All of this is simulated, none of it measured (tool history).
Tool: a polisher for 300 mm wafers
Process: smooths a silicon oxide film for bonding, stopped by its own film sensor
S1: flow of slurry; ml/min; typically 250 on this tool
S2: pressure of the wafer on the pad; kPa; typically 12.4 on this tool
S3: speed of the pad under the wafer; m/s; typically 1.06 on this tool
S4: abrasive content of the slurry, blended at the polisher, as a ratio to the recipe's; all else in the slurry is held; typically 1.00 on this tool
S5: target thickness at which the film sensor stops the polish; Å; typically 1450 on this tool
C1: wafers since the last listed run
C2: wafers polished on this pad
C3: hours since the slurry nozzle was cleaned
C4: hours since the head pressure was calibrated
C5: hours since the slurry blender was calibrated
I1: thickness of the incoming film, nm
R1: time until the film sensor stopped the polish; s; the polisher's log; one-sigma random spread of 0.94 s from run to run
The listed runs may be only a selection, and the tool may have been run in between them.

run 1 day=0.000 | S1=205 S2=12.4 S3=1.06 S4=1.00 S5=1450 | C1=0 C2=434 C3=159.2 C4=1227.1 C5=76.8 | I1=189.9 | R1=59.8
run 2 day=0.654 | S1=250 S2=12.4 S3=1.06 S4=1.00 S5=1450 | C1=98 C2=533 C3=174.9 C4=1242.8 C5=92.5 | I1=193.8 | R1=64.2
run 3 day=1.217 | S1=250 S2=12.4 S3=1.06 S4=0.85 S5=1450 | C1=84 C2=618 C3=188.4 C4=1256.3 C5=106.0 | I1=188.8 | R1=65.3
run 4 day=1.950 | S1=250 S2=12.4 S3=1.06 S4=0.85 S5=1450 | C1=110 C2=728 C3=206.0 C4=1273.9 C5=123.6 | I1=188.6 | R1=69.0
run 5 day=2.229 | S1=250 S2=12.4 S3=1.06 S4=0.85 S5=1450 | C1=42 C2=770 C3=212.7 C4=1280.6 C5=130.3 | I1=191.1 | R1=68.5
run 6 day=2.729 | S1=250 S2=12.4 S3=1.06 S4=1.00 S5=1450 | C1=75 C2=846 C3=224.7 C4=1292.6 C5=142.3 | I1=189.5 | R1=61.8
run 7 day=3.179 | S1=250 S2=12.4 S3=1.06 S4=1.00 S5=1450 | C1=67 C2=913 C3=235.5 C4=1303.4 C5=153.1 | I1=191.2 | R1=64.6
-- day=3.512 slurry blender recalibrated
run 8 day=3.571 | S1=250 S2=12.4 S3=1.06 S4=1.00 S5=1450 | C1=46 C2=960 C3=244.9 C4=1312.8 C5=1.4 | I1=191.7 | R1=67.1
-- day=4.167 worn pad replaced by a new one
run 9 day=4.312 | S1=250 S2=12.4 S3=1.06 S4=1.00 S5=1450 | C1=86 C2=21 C3=262.7 C4=1330.6 C5=19.2 | I1=192.2 | R1=61.7
run 10 day=4.883 | S1=250 S2=12.4 S3=1.06 S4=0.80 S5=1450 | C1=86 C2=107 C3=276.4 C4=1344.3 C5=32.9 | I1=190.5 | R1=68.7
run 11 day=5.596 | S1=250 S2=12.4 S3=1.06 S4=0.80 S5=1450 | C1=107 C2=215 C3=293.5 C4=1361.4 C5=50.0 | I1=189.7 | R1=68.3
run 12 day=6.046 | S1=250 S2=12.4 S3=1.06 S4=1.00 S5=1450 | C1=67 C2=282 C3=304.3 C4=1372.2 C5=60.8 | I1=187.6 | R1=56.5
run 13 day=6.471 | S1=250 S2=12.4 S3=1.06 S4=1.00 S5=1450 | C1=64 C2=347 C3=314.5 C4=1382.4 C5=71.0 | I1=190.2 | R1=58.7
-- day=6.683 slurry nozzle cleaned
run 14 day=6.758 | S1=250 S2=12.4 S3=1.06 S4=1.00 S5=1450 | C1=37 C2=384 C3=1.8 C4=1389.3 C5=77.9 | I1=189.9 | R1=59.2
-- day=6.933 head pressure recalibrated
run 15 day=7.050 | S1=335 S2=16.5 S3=1.06 S4=0.90 S5=1580 | C1=31 C2=415 C3=8.8 C4=2.8 C5=84.9 | I1=189.4 | R1=33.6
run 16 day=7.454 | S1=250 S2=14.5 S3=1.06 S4=1.00 S5=1580 | C1=60 C2=476 C3=18.5 C4=12.5 C5=94.6 | I1=187.7 | R1=35.1

What will run 17 give?
run 17 day=7.825 | S1=250 S2=12.4 S3=1.06 S4=0.70 S5=1450 | C1=55 C2=532 C3=27.4 C4=21.4 C5=103.5 | I1=193.0 | R1=?

{"run 17": {"R1": 81.4}}
With no hidden state in the tool, this same run would have given R1 78.9 s.
